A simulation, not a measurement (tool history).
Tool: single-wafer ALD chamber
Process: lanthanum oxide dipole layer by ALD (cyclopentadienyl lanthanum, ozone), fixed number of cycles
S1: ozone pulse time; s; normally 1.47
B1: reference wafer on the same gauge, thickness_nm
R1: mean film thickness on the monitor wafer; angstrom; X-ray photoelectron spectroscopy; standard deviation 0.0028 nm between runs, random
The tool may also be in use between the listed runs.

run	hour	S1	B1	R1
1	0.0	1.22	0.528	5.58
2	39.5	1.22	0.528	5.62
3	109.8	1.22	0.528	5.58
4	185.5	1.34	0.529	5.67
5	246.9	1.34	0.528	5.68
6	295.5	1.34	0.528	5.66
7	397.5	1.23	0.528	5.56
8	486.2	1.80	0.528	5.86
9	580.4	1.80	0.528	5.93
10	681.9	1.47	0.528	5.73
11	723.2	1.47	0.528	5.77
12	772.7	1.47	0.527	5.76
13	837.4	1.47	0.528	5.74
14	935.2	1.47	0.528	5.66
15	1007.8	1.47	0.528	5.66
16	1051.8	1.96	0.528	5.93
17	1143.4	0.94	0.528	4.94
# hour 1162.7: gauge calibrated
18	1198.6	1.47	0.528	5.64
# hour 1214.1: thermocouple changed; heater temperature recalibrated
19	1301.0	1.65	0.528	5.72
20	1378.6	1.68	0.528	5.80
# hour 1425.5: showerhead replaced
21	1445.3	1.47	0.528	5.54
22	1487.7	1.01	0.528	4.98
23	1559.0	1.65	0.528	5.70
24	1603.6	1.70	0.529	5.70
25	1688.2	1.66	0.527	5.61
# hour 1731.1: ozone generator serviced
26	1774.3	1.15	0.527	5.57
27	1881.8	1.12	0.528	5.53
28	1989.8	2.04	0.528	6.03
29	2097.2	2.03	0.528	6.00
30	2154.6	1.81	0.528	5.93
31	2258.2	0.92	0.528	5.15
32	2316.0	1.63	0.528	5.86
33	2415.1	1.02	0.529	5.30

5 ways to go on from here, each from the tool as it stands after run 33. What would each give?
A	2415.5	1.79	?	?
B	2415.5	2.00	?	?
C	2415.5	1.13	?	?
D	2415.5	1.73	?	?
E	2415.5	1.74	?	?

run	B1	R1
A	0.528	5.95
B	0.528	6.02
C	0.528	5.44
D	0.528	5.92
E	0.528	5.92
Take away the tool's hidden state, keep each run's random variation, and the runs would have read:
run	R1
A	6.02
B	6.07
C	5.59
D	6.00
E	6.00
